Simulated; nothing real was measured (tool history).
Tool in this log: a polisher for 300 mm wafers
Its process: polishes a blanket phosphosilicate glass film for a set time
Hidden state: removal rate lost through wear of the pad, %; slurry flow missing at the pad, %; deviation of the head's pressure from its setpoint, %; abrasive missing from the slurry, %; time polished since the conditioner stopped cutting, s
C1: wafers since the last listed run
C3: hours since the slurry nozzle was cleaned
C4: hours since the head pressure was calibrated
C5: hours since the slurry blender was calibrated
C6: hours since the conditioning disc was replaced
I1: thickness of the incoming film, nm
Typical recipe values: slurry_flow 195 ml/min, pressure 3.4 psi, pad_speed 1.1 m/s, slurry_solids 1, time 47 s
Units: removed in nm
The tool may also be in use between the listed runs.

run 1 hour=0 | slurry_flow=225 pressure=2.9 pad_speed=1.1 slurry_solids=1 time=47 | C1=0 wafers_polished_on_this_pad=124 C3=430.4 C4=169.7 C5=33 C6=292.5 | I1=4558.9 | removed=463.9
run 2 hour=33.8 | slurry_flow=195 pressure=3.4 pad_speed=0.94 slurry_solids=1 time=47 | C1=345 wafers_polished_on_this_pad=469 C3=464.2 C4=203.5 C5=66.8 C6=326.3 | I1=4642.7 | removed=417.4
run 3 hour=52.4 | slurry_flow=195 pressure=3.4 pad_speed=1.1 slurry_solids=0.85 time=47 | C1=190 wafers_polished_on_this_pad=659 C3=482.8 C4=222.1 C5=85.4 C6=344.9 | I1=4626.7 | removed=454.1
run 4 hour=71.9 | slurry_flow=195 pressure=3.4 pad_speed=1.1 slurry_solids=0.85 time=47 | C1=199 wafers_polished_on_this_pad=859 C3=502.3 C4=241.6 C5=104.9 C6=364.4 | I1=4504.3 | removed=430.5
-- hour=101.7 slurry blender recalibrated
-- hour=102.2 worn pad replaced by a new one
run 5 hour=104.9 | slurry_flow=195 pressure=3.4 pad_speed=1.1 slurry_solids=0.85 time=47 | C1=311 wafers_polished_on_this_pad=27 C3=535.3 C4=274.6 C5=3.2 C6=397.4 | I1=4528.6 | removed=485.4
run 6 hour=124.2 | slurry_flow=195 pressure=3.4 pad_speed=1.1 slurry_solids=1 time=47 | C1=197 wafers_polished_on_this_pad=224 C3=554.6 C4=293.9 C5=22.5 C6=416.7 | I1=4656.8 | removed=477.1
run 7 hour=136.4 | slurry_flow=195 pressure=3.4 pad_speed=1.1 slurry_solids=1.1 time=47 | C1=124 wafers_polished_on_this_pad=349 C3=566.8 C4=306.1 C5=34.7 C6=428.9 | I1=4630.2 | removed=494.7
run 8 hour=161.1 | slurry_flow=195 pressure=3.4 pad_speed=0.88 slurry_solids=1 time=47 | C1=252 wafers_polished_on_this_pad=601 C3=591.5 C4=330.8 C5=59.4 C6=453.6 | I1=4584.9 | removed=394.9
run 9 hour=179.4 | slurry_flow=195 pressure=3.4 pad_speed=0.88 slurry_solids=1 time=47 | C1=187 wafers_polished_on_this_pad=788 C3=609.8 C4=349.1 C5=77.7 C6=471.9 | I1=4654.8 | removed=389.6
-- hour=193.5 worn pad replaced by a new one
-- hour=197.3 slurry nozzle cleaned
run 10 hour=204.9 | slurry_flow=195 pressure=3.4 pad_speed=0.88 slurry_solids=1 time=47 | C1=209 wafers_polished_on_this_pad=106 C3=7.6 C4=374.6 C5=103.2 C6=497.4 | I1=4620.9 | removed=393
-- hour=225.3 slurry blender recalibrated
run 11 hour=232 | slurry_flow=195 pressure=3.4 pad_speed=1.1 slurry_solids=1 time=47 | C1=256 wafers_polished_on_this_pad=362 C3=34.7 C4=401.7 C5=6.7 C6=524.5 | I1=4531.7 | removed=479.4
run 12 hour=259.1 | slurry_flow=240 pressure=3.4 pad_speed=1.1 slurry_solids=1 time=37 | C1=276 wafers_polished_on_this_pad=639 C3=61.8 C4=428.8 C5=33.8 C6=551.6 | I1=4548.8 | removed=366.3
-- hour=281.4 conditioning disc replaced and pad reconditioned
run 13 hour=287.9 | slurry_flow=130 pressure=4.3 pad_speed=1.28 slurry_solids=1 time=47 | C1=273 wafers_polished_on_this_pad=913 C3=90.6 C4=457.6 C5=62.6 C6=6.5 | I1=4510.5 | removed=587.3
-- hour=296 worn pad replaced by a new one
run 14 hour=308.5 | slurry_flow=195 pressure=3.4 pad_speed=1.1 slurry_solids=1 time=47 | C1=169 wafers_polished_on_this_pad=127 C3=111.2 C4=478.2 C5=83.2 C6=27.1 | I1=4616.1 | removed=487.2
run 15 hour=323.2 | slurry_flow=160 pressure=2.7 pad_speed=1.1 slurry_solids=1 time=37 | C1=150 wafers_polished_on_this_pad=277 C3=125.9 C4=492.9 C5=97.9 C6=41.8 | I1=4545.7 | removed=322.8
-- hour=356.3 head pressure recalibrated
-- hour=359.3 slurry blender recalibrated
run 16 hour=359.8 | slurry_flow=195 pressure=3.4 pad_speed=1.1 slurry_solids=1 time=47 | C1=333 wafers_polished_on_this_pad=610 C3=162.5 C4=3.5 C5=0.5 C6=78.4 | I1=4555.7 | removed=519.6
run 17 hour=382.7 | slurry_flow=165 pressure=4 pad_speed=1.1 slurry_solids=1 time=47 | C1=234 wafers_polished_on_this_pad=844 C3=185.4 C4=26.4 C5=23.4 C6=101.3 | I1=4560.1 | removed=538.7
-- hour=396.1 worn pad replaced by a new one
run 18 hour=397.1 | slurry_flow=125 pressure=3.4 pad_speed=1.3 slurry_solids=1 time=47 | C1=106 wafers_polished_on_this_pad=10 C3=199.8 C4=40.8 C5=37.8 C6=115.7 | I1=4583.1 | removed=511.3
run 19 hour=413.2 | slurry_flow=195 pressure=4.1 pad_speed=1.1 slurry_solids=1 time=47 | C1=164 wafers_polished_on_this_pad=175 C3=215.9 C4=56.9 C5=53.9 C6=131.8 | I1=4540.6 | removed=547.7
run 20 hour=425.8 | slurry_flow=140 pressure=4.2 pad_speed=1.1 slurry_solids=1 time=32 | C1=128 wafers_polished_on_this_pad=303 C3=228.5 C4=69.5 C5=66.5 C6=144.4 | I1=4553.3 | removed=351.1
run 21 hour=452 | slurry_flow=255 pressure=3.4 pad_speed=1.1 slurry_solids=1 time=47 | C1=267 wafers_polished_on_this_pad=571 C3=254.7 C4=95.7 C5=92.7 C6=170.6 | I1=4589.8 | removed=490.4
run 22 hour=470.2 | slurry_flow=195 pressure=3.4 pad_speed=1.1 slurry_solids=1 time=47 | C1=185 wafers_polished_on_this_pad=757 C3=272.9 C4=113.9 C5=110.9 C6=188.8 | I1=4618 | removed=463
-- hour=477.5 slurry blender recalibrated
-- hour=492 worn pad replaced by a new one
run 23 hour=497 | slurry_flow=195 pressure=3.4 pad_speed=1.1 slurry_solids=0.8 time=47 | C1=212 wafers_polished_on_this_pad=50 C3=299.7 C4=140.7 C5=19.5 C6=215.6 | I1=4594.8 | removed=457
run 24 hour=515.2 | slurry_flow=130 pressure=2.3 pad_speed=1.42 slurry_solids=1 time=32 | C1=185 wafers_polished_on_this_pad=236 C3=317.9 C4=158.9 C5=37.7 C6=233.8 | I1=4528.1 | removed=300.2

For each run, what was the tool's unlogged condition?
removal rate lost through wear of the pad, %: 0 at every run
slurry flow missing at the pad, %: 0 at every run
deviation of the head's pressure from its setpoint, %: 0 at every run
H1: abrasive missing from the slurry, %
H2: time polished since the conditioner stopped cutting, s
run=1 H1=12.5 H2=47.9
run=2 H1=18.2 H2=58.2
run=3 H1=19.9 H2=64.3
run=4 H1=21 H2=71.1
run=5 H1=1.85 H2=83.5
run=6 H1=9.64 H2=91.2
run=7 H1=13 H2=96.3
run=8 H1=17.4 H2=107
run=9 H1=19.4 H2=115
run=10 H1=21 H2=127
run=11 H1=4.73 H2=141
run=12 H1=14 H2=155
run=13 H1=19 H2=30.4
run=14 H1=21 H2=30.7
run=15 H1=21.9 H2=31.2
run=16 H1=0.292 H2=33.4
run=17 H1=9.77 H2=35.4
run=18 H1=13.6 H2=36.9
run=19 H1=16.5 H2=38.9
run=20 H1=18.1 H2=40.6
run=21 H1=20.3 H2=44.6
run=22 H1=21.2 H2=47.9
run=23 H1=9.71 H2=53.2
run=24 H1=14.8 H2=57.2

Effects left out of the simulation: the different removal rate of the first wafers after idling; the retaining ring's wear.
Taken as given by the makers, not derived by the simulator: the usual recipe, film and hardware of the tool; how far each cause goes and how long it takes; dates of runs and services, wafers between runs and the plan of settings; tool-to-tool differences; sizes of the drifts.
